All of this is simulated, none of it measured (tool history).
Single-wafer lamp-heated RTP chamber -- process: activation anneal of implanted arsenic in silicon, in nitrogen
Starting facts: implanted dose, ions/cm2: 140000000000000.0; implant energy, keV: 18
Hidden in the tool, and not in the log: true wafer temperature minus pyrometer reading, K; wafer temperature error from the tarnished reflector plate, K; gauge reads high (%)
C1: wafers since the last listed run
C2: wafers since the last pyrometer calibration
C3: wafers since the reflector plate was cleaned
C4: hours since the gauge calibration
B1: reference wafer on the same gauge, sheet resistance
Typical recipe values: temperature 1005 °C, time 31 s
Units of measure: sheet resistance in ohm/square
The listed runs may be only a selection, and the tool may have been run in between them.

{"run": 1, "day": 0.0, "temperature": 991, "time": 31, "C1": 0, "C2": 1009, "C3": 5111, "C4": 156.1, "B1": 574.76, "sheet resistance": 503.26}
{"run": 2, "day": 1.417, "temperature": 991, "time": 31, "C1": 516, "C2": 1526, "C3": 5628, "C4": 190.1, "B1": 574.92, "sheet resistance": 503.45}
{"run": 3, "day": 2.8, "temperature": 991, "time": 31, "C1": 504, "C2": 2031, "C3": 6133, "C4": 223.3, "B1": 575.01, "sheet resistance": 503.48}
{"run": 4, "day": 3.529, "temperature": 1005, "time": 31, "C1": 266, "C2": 2297, "C3": 6399, "C4": 240.8, "B1": 575.29, "sheet resistance": 502.21}
{"run": 5, "day": 4.062, "temperature": 1005, "time": 31, "C1": 194, "C2": 2492, "C3": 6594, "C4": 253.6, "B1": 575.4, "sheet resistance": 503.43}
{"run": 6, "day": 4.442, "temperature": 1005, "time": 31, "C1": 138, "C2": 2630, "C3": 6732, "C4": 262.7, "B1": 575.4, "sheet resistance": 503.12}
{"day": 5.233, "done": "pyrometer window cleaned and pyrometer calibrated"}
{"run": 7, "day": 5.254, "temperature": 1005, "time": 31, "C1": 174, "C2": 6, "C3": 6907, "C4": 282.2, "B1": 575.45, "sheet resistance": 502.54}
{"run": 8, "day": 5.746, "temperature": 1005, "time": 31, "C1": 179, "C2": 186, "C3": 7086, "C4": 294, "B1": 575.5, "sheet resistance": 502.07}
{"run": 9, "day": 6.142, "temperature": 1005, "time": 31, "C1": 144, "C2": 330, "C3": 7231, "C4": 303.5, "B1": 575.45, "sheet resistance": 502.53}
{"run": 10, "day": 6.525, "temperature": 1005, "time": 31, "C1": 139, "C2": 470, "C3": 7370, "C4": 312.7, "B1": 575.53, "sheet resistance": 503.45}
{"run": 11, "day": 6.983, "temperature": 1005, "time": 31, "C1": 167, "C2": 637, "C3": 7538, "C4": 323.7, "B1": 575.52, "sheet resistance": 502.86}
{"run": 12, "day": 7.65, "temperature": 1005, "time": 31, "C1": 243, "C2": 881, "C3": 7781, "C4": 339.7, "B1": 575.69, "sheet resistance": 503.21}
{"run": 13, "day": 7.904, "temperature": 1005, "time": 31, "C1": 92, "C2": 973, "C3": 7874, "C4": 345.8, "B1": 575.61, "sheet resistance": 502.35}
{"run": 14, "day": 8.171, "temperature": 1005, "time": 31, "C1": 97, "C2": 1071, "C3": 7971, "C4": 352.2, "B1": 576.05, "sheet resistance": 502.46}
{"run": 15, "day": 8.892, "temperature": 1005, "time": 48, "C1": 263, "C2": 1334, "C3": 8234, "C4": 369.5, "B1": 575.89, "sheet resistance": 499.89}
{"run": 16, "day": 9.608, "temperature": 1005, "time": 31, "C1": 261, "C2": 1595, "C3": 8496, "C4": 386.7, "B1": 575.98, "sheet resistance": 502.71}
{"run": 17, "day": 10.146, "temperature": 1005, "time": 31, "C1": 196, "C2": 1791, "C3": 8692, "C4": 399.6, "B1": 575.48, "sheet resistance": 504.4}
{"run": 18, "day": 10.858, "temperature": 1025, "time": 47, "C1": 259, "C2": 2051, "C3": 8952, "C4": 416.7, "B1": 575.93, "sheet resistance": 495.8}
{"day": 11.267, "done": "reflector plate cleaned"}
{"run": 19, "day": 11.329, "temperature": 1017, "time": 36, "C1": 50, "C2": 2102, "C3": 22, "C4": 428, "B1": 575.88, "sheet resistance": 500.38}
{"run": 20, "day": 11.788, "temperature": 1005, "time": 31, "C1": 167, "C2": 2269, "C3": 190, "C4": 439, "B1": 575.81, "sheet resistance": 503.42}
{"run": 21, "day": 12.238, "temperature": 993, "time": 43, "C1": 164, "C2": 2433, "C3": 354, "C4": 449.8, "B1": 575.92, "sheet resistance": 502.71}
{"day": 12.742, "done": "pyrometer window cleaned and pyrometer calibrated"}
{"run": 22, "day": 12.775, "temperature": 1005, "time": 41, "C1": 74, "C2": 11, "C3": 428, "C4": 462.7, "B1": 576.11, "sheet resistance": 500.26}
{"run": 23, "day": 13.246, "temperature": 980, "time": 23, "C1": 171, "C2": 183, "C3": 600, "C4": 474, "B1": 575.95, "sheet resistance": 506.85}
{"day": 13.796, "done": "gauge calibrated"}
{"run": 24, "day": 13.917, "temperature": 1018, "time": 41, "C1": 244, "C2": 428, "C3": 845, "C4": 2.9, "B1": 572.51, "sheet resistance": 494.74}
{"run": 25, "day": 14.479, "temperature": 1005, "time": 31, "C1": 205, "C2": 633, "C3": 1050, "C4": 16.4, "B1": 572.76, "sheet resistance": 501.03}
{"run": 26, "day": 14.892, "temperature": 975, "time": 31, "C1": 150, "C2": 784, "C3": 1201, "C4": 26.3, "B1": 573.07, "sheet resistance": 503.37}
{"run": 27, "day": 15.421, "temperature": 1015, "time": 31, "C1": 193, "C2": 977, "C3": 1394, "C4": 39, "B1": 573.42, "sheet resistance": 498.86}
{"run": 28, "day": 16.062, "temperature": 988, "time": 14, "C1": 234, "C2": 1211, "C3": 1628, "C4": 54.4, "B1": 573.39, "sheet resistance": 504.17}
{"run": 29, "day": 17.425, "temperature": 977, "time": 44, "C1": 497, "C2": 1708, "C3": 2125, "C4": 87.1, "B1": 574.49, "sheet resistance": 502.25}

Consider 4 possible next runs. They are alternatives, not a sequence: every one starts from the tool as it was left by run 29. What does each give?
{"run": "A", "day": 17.442, "temperature": 1005, "time": 31, "C1": 6, "C2": 1714, "C3": 2131, "C4": 87.5, "B1": "?", "sheet resistance": "?"}
{"run": "B", "day": 17.442, "temperature": 1033, "time": 31, "C1": 6, "C2": 1714, "C3": 2131, "C4": 87.5, "B1": "?", "sheet resistance": "?"}
{"run": "C", "day": 17.442, "temperature": 990, "time": 37, "C1": 6, "C2": 1714, "C3": 2131, "C4": 87.5, "B1": "?", "sheet resistance": "?"}
{"run": "D", "day": 17.442, "temperature": 1033, "time": 20, "C1": 6, "C2": 1714, "C3": 2131, "C4": 87.5, "B1": "?", "sheet resistance": "?"}

run=A B1=574.25 sheet_resistance=500.47
run=B B1=574.25 sheet_resistance=495.94
run=C B1=574.25 sheet_resistance=501.18
run=D B1=574.25 sheet_resistance=499.38
With the hidden condition removed and each run's random variation left untouched, the same runs would have given:
run=A sheet_resistance=498.42
run=B sheet_resistance=493.92
run=C sheet_resistance=499.13
run=D sheet_resistance=497.34
